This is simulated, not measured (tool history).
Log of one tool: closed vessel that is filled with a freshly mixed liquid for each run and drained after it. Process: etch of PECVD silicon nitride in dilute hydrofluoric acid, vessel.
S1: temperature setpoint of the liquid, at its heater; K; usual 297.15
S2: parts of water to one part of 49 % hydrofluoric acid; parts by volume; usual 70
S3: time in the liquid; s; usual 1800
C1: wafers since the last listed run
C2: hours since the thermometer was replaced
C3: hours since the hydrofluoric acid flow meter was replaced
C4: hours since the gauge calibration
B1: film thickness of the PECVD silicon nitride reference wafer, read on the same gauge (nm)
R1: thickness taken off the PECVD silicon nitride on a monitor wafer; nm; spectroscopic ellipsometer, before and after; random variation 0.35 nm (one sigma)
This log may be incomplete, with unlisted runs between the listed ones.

run	hour	S1	S2	S3	C1	C2	C3	C4	B1	R1
1	0.0	297.15	70	1800	0	1185.5	1050.5	1859.8	101.15	37.68
2	64.4	297.15	70	1800	2277	1249.9	1114.9	1924.2	100.86	37.78
3	119.6	295.15	40	1800	1952	1305.1	1170.1	1979.4	100.60	55.82
4	220.0	297.15	70	1190	3551	1405.5	1270.5	2079.8	100.24	24.24
5	283.2	297.15	70	1800	2235	1468.7	1333.7	2143.0	99.95	37.50
6	325.1	297.15	70	1800	1482	1510.6	1375.6	2184.9	99.79	36.64
7	366.6	297.15	70	1800	1467	1552.1	1417.1	2226.4	99.65	37.57
8	437.1	297.15	45	1800	2493	1622.6	1487.6	2296.9	99.37	57.02
9	477.5	297.15	45	1800	1428	1663.0	1528.0	2337.3	99.22	56.78
10	546.9	297.15	70	1800	2454	1732.4	1597.4	2406.7	98.89	36.49
# hour 578.2: gauge calibrated
11	588.3	297.15	70	1800	1464	1773.8	1638.8	10.1	109.58	40.53
12	625.0	297.15	70	1800	1298	1810.5	1675.5	46.8	109.40	40.73
13	663.5	298.65	70	2575	1361	1849.0	1714.0	85.3	109.26	64.66
14	709.0	298.65	70	2575	1609	1894.5	1759.5	130.8	109.05	64.30
15	735.3	301.65	70	1425	930	1920.8	1785.8	157.1	108.92	43.00
16	767.8	297.15	95	2285	1149	1953.3	1818.3	189.6	108.84	38.70
17	800.2	297.15	70	1800	1146	1985.7	1850.7	222.0	108.66	40.31
18	825.8	297.15	70	1800	905	2011.3	1876.3	247.6	108.57	40.74
# hour 842.8: hydrofluoric acid flow meter replaced
19	875.4	297.15	90	2460	1719	2060.9	32.6	297.2	108.36	42.79
20	999.0	300.15	70	1800	4371	2184.5	156.2	420.8	107.87	48.11
21	1039.8	297.15	70	2685	1443	2225.3	197.0	461.6	107.67	59.99
22	1091.8	297.15	70	1800	1839	2277.3	249.0	513.6	107.50	39.93
23	1133.1	297.15	70	2350	1460	2318.6	290.3	554.9	107.28	52.41
24	1180.1	297.15	70	2345	1662	2365.6	337.3	601.9	107.16	52.13
25	1249.3	301.65	70	2705	2447	2434.8	406.5	671.1	106.87	80.63
# hour 1360.8: thermometer replaced
26	1444.7	299.15	85	2120	6876	83.9	601.9	866.5	106.04	43.92
27	1524.5	294.65	70	1800	2822	163.7	681.7	946.3	105.73	33.31
28	1590.5	297.15	70	1480	2334	229.7	747.7	1012.3	105.44	32.34
29	1660.8	293.65	45	1800	2486	300.0	818.0	1082.6	105.15	47.77
30	1719.9	298.65	50	2340	2090	359.1	877.1	1141.7	104.91	79.14
31	1762.8	297.15	70	1800	1517	402.0	920.0	1184.6	104.74	39.10

Here are 5 independent what-if runs from the current tool condition. What would each one return?
A	1764.0	301.65	70	1800	42	403.2	921.2	1185.8	?	?
B	1764.0	301.15	85	2800	42	403.2	921.2	1185.8	?	?
C	1764.0	297.15	90	1800	42	403.2	921.2	1185.8	?	?
D	1764.0	301.15	70	730	42	403.2	921.2	1185.8	?	?
E	1764.0	294.15	70	1800	42	403.2	921.2	1185.8	?	?

run	B1	R1
A	104.73	52.59
B	104.73	65.29
C	104.73	30.55
D	104.73	20.65
E	104.73	31.95
The same runs, with their run-to-run variation unchanged, on a tool lacking any hidden condition would have given:
run	R1
A	55.23
B	68.57
C	32.09
D	21.69
E	33.56
